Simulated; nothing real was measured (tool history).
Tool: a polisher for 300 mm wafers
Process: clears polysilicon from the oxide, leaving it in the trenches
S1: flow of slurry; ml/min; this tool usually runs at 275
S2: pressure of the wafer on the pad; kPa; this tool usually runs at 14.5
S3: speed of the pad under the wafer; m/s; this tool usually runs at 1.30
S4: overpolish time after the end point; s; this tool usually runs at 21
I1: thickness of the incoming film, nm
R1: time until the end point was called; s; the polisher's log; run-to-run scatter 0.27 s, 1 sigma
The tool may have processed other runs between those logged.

{"run": 1, "day": 0.0, "S1": 305, "S2": 14.5, "S3": 1.3, "S4": 21, "I1": 439.5, "R1": 28.0}
{"run": 2, "day": 0.833, "S1": 305, "S2": 14.5, "S3": 1.3, "S4": 21, "I1": 437.5, "R1": 28.5}
{"run": 3, "day": 1.35, "S1": 275, "S2": 14.5, "S3": 1.4, "S4": 21, "I1": 423.4, "R1": 26.4}
{"run": 4, "day": 2.042, "S1": 275, "S2": 14.5, "S3": 1.4, "S4": 21, "I1": 432.2, "R1": 27.6}
{"run": 5, "day": 2.596, "S1": 275, "S2": 14.5, "S3": 1.4, "S4": 21, "I1": 439.1, "R1": 29.1}
{"day": 3.325, "done": "worn pad replaced by a new one"}
{"run": 6, "day": 3.483, "S1": 275, "S2": 16.5, "S3": 1.3, "S4": 26, "I1": 428.7, "R1": 22.7}
{"run": 7, "day": 4.067, "S1": 275, "S2": 16.5, "S3": 1.3, "S4": 26, "I1": 433.3, "R1": 24.3}
{"run": 8, "day": 4.779, "S1": 275, "S2": 14.5, "S3": 1.3, "S4": 21, "I1": 428.1, "R1": 27.1}
{"run": 9, "day": 5.088, "S1": 275, "S2": 14.5, "S3": 1.3, "S4": 21, "I1": 428.4, "R1": 27.6}
{"day": 5.262, "done": "slurry nozzle cleaned"}
{"run": 10, "day": 5.412, "S1": 275, "S2": 14.5, "S3": 1.3, "S4": 21, "I1": 433.3, "R1": 27.2}
{"run": 11, "day": 5.842, "S1": 275, "S2": 14.5, "S3": 1.08, "S4": 17, "I1": 428.3, "R1": 31.7}
{"run": 12, "day": 6.342, "S1": 275, "S2": 14.5, "S3": 1.08, "S4": 17, "I1": 433.9, "R1": 32.7}
{"day": 6.612, "done": "head pressure recalibrated"}
{"run": 13, "day": 6.7, "S1": 275, "S2": 14.5, "S3": 1.3, "S4": 21, "I1": 435.2, "R1": 27.8}
{"run": 14, "day": 7.15, "S1": 315, "S2": 15.9, "S3": 1.3, "S4": 25, "I1": 429.3, "R1": 24.9}
{"run": 15, "day": 7.758, "S1": 275, "S2": 14.5, "S3": 1.3, "S4": 21, "I1": 426.4, "R1": 27.4}
{"run": 16, "day": 8.367, "S1": 340, "S2": 14.5, "S3": 1.66, "S4": 21, "I1": 429.7, "R1": 22.0}
{"run": 17, "day": 8.671, "S1": 300, "S2": 17.9, "S3": 1.62, "S4": 8, "I1": 432.8, "R1": 18.4}
{"run": 18, "day": 9.212, "S1": 275, "S2": 14.5, "S3": 1.16, "S4": 28, "I1": 434.4, "R1": 32.5}
{"day": 9.458, "done": "worn pad replaced by a new one"}
{"run": 19, "day": 9.904, "S1": 275, "S2": 14.5, "S3": 1.72, "S4": 21, "I1": 427.8, "R1": 19.4}
{"run": 20, "day": 10.2, "S1": 195, "S2": 14.5, "S3": 1.3, "S4": 33, "I1": 439.2, "R1": 27.8}
{"run": 21, "day": 10.842, "S1": 300, "S2": 14.5, "S3": 1.54, "S4": 27, "I1": 429.3, "R1": 22.2}
{"run": 22, "day": 11.296, "S1": 275, "S2": 14.5, "S3": 1.66, "S4": 26, "I1": 435.8, "R1": 21.1}
{"run": 23, "day": 11.592, "S1": 205, "S2": 12.4, "S3": 1.06, "S4": 32, "I1": 427.9, "R1": 38.2}
{"run": 24, "day": 12.329, "S1": 275, "S2": 17.2, "S3": 1.3, "S4": 21, "I1": 429.8, "R1": 22.4}
{"run": 25, "day": 12.925, "S1": 275, "S2": 14.5, "S3": 1.3, "S4": 21, "I1": 438.5, "R1": 27.4}
{"run": 26, "day": 13.354, "S1": 275, "S2": 14.5, "S3": 1.3, "S4": 21, "I1": 434.0, "R1": 27.8}
{"run": 27, "day": 13.804, "S1": 195, "S2": 12.4, "S3": 1.62, "S4": 24, "I1": 434.4, "R1": 27.6}
{"run": 28, "day": 14.183, "S1": 275, "S2": 14.5, "S3": 1.08, "S4": 17, "I1": 425.4, "R1": 33.1}
{"run": 29, "day": 14.654, "S1": 315, "S2": 14.5, "S3": 1.3, "S4": 21, "I1": 428.0, "R1": 27.6}
{"day": 15.254, "done": "worn pad replaced by a new one"}
{"run": 30, "day": 15.362, "S1": 305, "S2": 14.5, "S3": 1.3, "S4": 21, "I1": 427.8, "R1": 25.2}
{"run": 31, "day": 15.871, "S1": 275, "S2": 18.6, "S3": 1.3, "S4": 21, "I1": 425.0, "R1": 20.1}
{"run": 32, "day": 16.608, "S1": 275, "S2": 14.5, "S3": 1.3, "S4": 15, "I1": 428.3, "R1": 26.4}
{"run": 33, "day": 17.104, "S1": 275, "S2": 14.5, "S3": 1.3, "S4": 21, "I1": 439.9, "R1": 27.3}
{"run": 34, "day": 17.725, "S1": 250, "S2": 11.7, "S3": 1.44, "S4": 17, "I1": 437.3, "R1": 31.9}

Had the tool no unlogged condition, and each run kept its random variation, what would the results have been?
What the log doesn't record here: removal rate lost through wear of the pad, %; slurry flow missing at the pad, %; deviation of the head's pressure from its setpoint, %.
run=1 R1=25.3
run=2 R1=25.3
run=3 R1=23.1
run=4 R1=23.6
run=5 R1=24.6
run=6 R1=21.4
run=7 R1=22.6
run=8 R1=24.7
run=9 R1=25.0
run=10 R1=25.7
run=11 R1=29.8
run=12 R1=30.4
run=13 R1=25.7
run=14 R1=22.8
run=15 R1=24.8
run=16 R1=19.7
run=17 R1=16.4
run=18 R1=28.5
run=19 R1=19.1
run=20 R1=27.1
run=21 R1=21.4
run=22 R1=20.2
run=23 R1=36.2
run=24 R1=21.0
run=25 R1=25.4
run=26 R1=25.5
run=27 R1=25.0
run=28 R1=29.8
run=29 R1=24.6
run=30 R1=24.7
run=31 R1=19.5
run=32 R1=25.2
run=33 R1=25.8
run=34 R1=29.7

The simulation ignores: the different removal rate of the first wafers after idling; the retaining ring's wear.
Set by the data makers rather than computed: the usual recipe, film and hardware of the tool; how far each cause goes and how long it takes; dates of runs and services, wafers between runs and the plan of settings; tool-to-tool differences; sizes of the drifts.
